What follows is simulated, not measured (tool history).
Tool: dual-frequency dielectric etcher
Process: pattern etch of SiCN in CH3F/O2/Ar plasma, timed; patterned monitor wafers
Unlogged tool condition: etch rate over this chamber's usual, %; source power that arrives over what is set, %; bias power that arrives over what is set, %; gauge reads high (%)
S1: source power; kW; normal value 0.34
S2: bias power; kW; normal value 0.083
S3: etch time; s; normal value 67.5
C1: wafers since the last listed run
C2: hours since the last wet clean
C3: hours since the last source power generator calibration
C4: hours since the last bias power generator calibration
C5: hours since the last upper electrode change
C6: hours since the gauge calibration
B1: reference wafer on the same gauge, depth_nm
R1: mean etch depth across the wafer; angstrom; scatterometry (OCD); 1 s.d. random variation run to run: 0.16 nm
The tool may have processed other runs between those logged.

{"run": 1, "hour": 0.0, "S1": 0.38, "S2": 0.074, "S3": 67.5, "C1": 0, "C2": 217.6, "C3": 1102.6, "C4": 1049, "C5": 4119.9, "C6": 554, "B1": 21.58, "R1": 233.1}
{"run": 2, "hour": 24.8, "S1": 0.34, "S2": 0.083, "S3": 67.5, "C1": 392, "C2": 242.4, "C3": 1127.4, "C4": 1073.8, "C5": 4144.7, "C6": 578.8, "B1": 21.6, "R1": 236}
{"run": 3, "hour": 65.7, "S1": 0.34, "S2": 0.083, "S3": 67.5, "C1": 647, "C2": 283.3, "C3": 1168.3, "C4": 1114.7, "C5": 4185.6, "C6": 619.7, "B1": 21.58, "R1": 235.6}
{"run": 4, "hour": 123.6, "S1": 0.34, "S2": 0.083, "S3": 67.5, "C1": 917, "C2": 341.2, "C3": 1226.2, "C4": 1172.6, "C5": 4243.5, "C6": 677.6, "B1": 21.59, "R1": 235.3}
{"run": 5, "hour": 177.4, "S1": 0.34, "S2": 0.083, "S3": 67.5, "C1": 852, "C2": 395, "C3": 1280, "C4": 1226.4, "C5": 4297.3, "C6": 731.4, "B1": 21.6, "R1": 232.5}
{"run": 6, "hour": 230.2, "S1": 0.34, "S2": 0.083, "S3": 67.5, "C1": 836, "C2": 447.8, "C3": 1332.8, "C4": 1279.2, "C5": 4350.1, "C6": 784.2, "B1": 21.61, "R1": 231.5}
{"hour": 358.1, "done": "bias power generator calibrated"}
{"run": 7, "hour": 406.1, "S1": 0.34, "S2": 0.083, "S3": 67.5, "C1": 2723, "C2": 623.7, "C3": 1508.7, "C4": 48, "C5": 4526, "C6": 960.1, "B1": 21.61, "R1": 227.8}
{"hour": 459.1, "done": "wet clean of the chamber"}
{"run": 8, "hour": 459.6, "S1": 0.34, "S2": 0.083, "S3": 67.5, "C1": 467, "C2": 0.5, "C3": 1562.2, "C4": 101.5, "C5": 4579.5, "C6": 1013.6, "B1": 21.59, "R1": 240.4}
{"run": 9, "hour": 489.0, "S1": 0.34, "S2": 0.083, "S3": 67.5, "C1": 465, "C2": 29.9, "C3": 1591.6, "C4": 130.9, "C5": 4608.9, "C6": 1043, "B1": 21.57, "R1": 241.3}
{"run": 10, "hour": 535.6, "S1": 0.34, "S2": 0.083, "S3": 67.5, "C1": 738, "C2": 76.5, "C3": 1638.2, "C4": 177.5, "C5": 4655.5, "C6": 1089.6, "B1": 21.62, "R1": 238.2}
{"run": 11, "hour": 586.2, "S1": 0.34, "S2": 0.083, "S3": 67.5, "C1": 801, "C2": 127.1, "C3": 1688.8, "C4": 228.1, "C5": 4706.1, "C6": 1140.2, "B1": 21.57, "R1": 239.2}
{"run": 12, "hour": 611.1, "S1": 0.38, "S2": 0.083, "S3": 53, "C1": 394, "C2": 152, "C3": 1713.7, "C4": 253, "C5": 4731, "C6": 1165.1, "B1": 21.59, "R1": 193.2}
{"run": 13, "hour": 656.1, "S1": 0.34, "S2": 0.072, "S3": 58.5, "C1": 712, "C2": 197, "C3": 1758.7, "C4": 298, "C5": 4776, "C6": 1210.1, "B1": 21.58, "R1": 196.9}
{"hour": 715.3, "done": "upper electrode replaced"}
{"run": 14, "hour": 715.8, "S1": 0.38, "S2": 0.074, "S3": 67.5, "C1": 565, "C2": 256.7, "C3": 1818.4, "C4": 357.7, "C5": 0.5, "C6": 1269.8, "B1": 21.61, "R1": 234}
{"hour": 749.2, "done": "source power generator calibrated"}
{"run": 15, "hour": 755.5, "S1": 0.26, "S2": 0.101, "S3": 61.5, "C1": 565, "C2": 296.4, "C3": 6.3, "C4": 397.4, "C5": 40.2, "C6": 1309.5, "B1": 21.6, "R1": 213.7}

What does the tool deliver on the next run?
{"hour": 785.9, "done": "gauge calibrated"}
{"run": 16, "hour": 819.2, "S1": 0.27, "S2": 0.093, "S3": 67.5, "C1": 1009, "C2": 360.1, "C3": 70, "C4": 461.1, "C5": 103.9, "C6": 33.3, "B1": "?", "R1": "?"}

Run 16 yielded B1 21.6, R1 227.7 angstrom.
With no hidden state in the tool, this same run would have given R1 234.8 angstrom.

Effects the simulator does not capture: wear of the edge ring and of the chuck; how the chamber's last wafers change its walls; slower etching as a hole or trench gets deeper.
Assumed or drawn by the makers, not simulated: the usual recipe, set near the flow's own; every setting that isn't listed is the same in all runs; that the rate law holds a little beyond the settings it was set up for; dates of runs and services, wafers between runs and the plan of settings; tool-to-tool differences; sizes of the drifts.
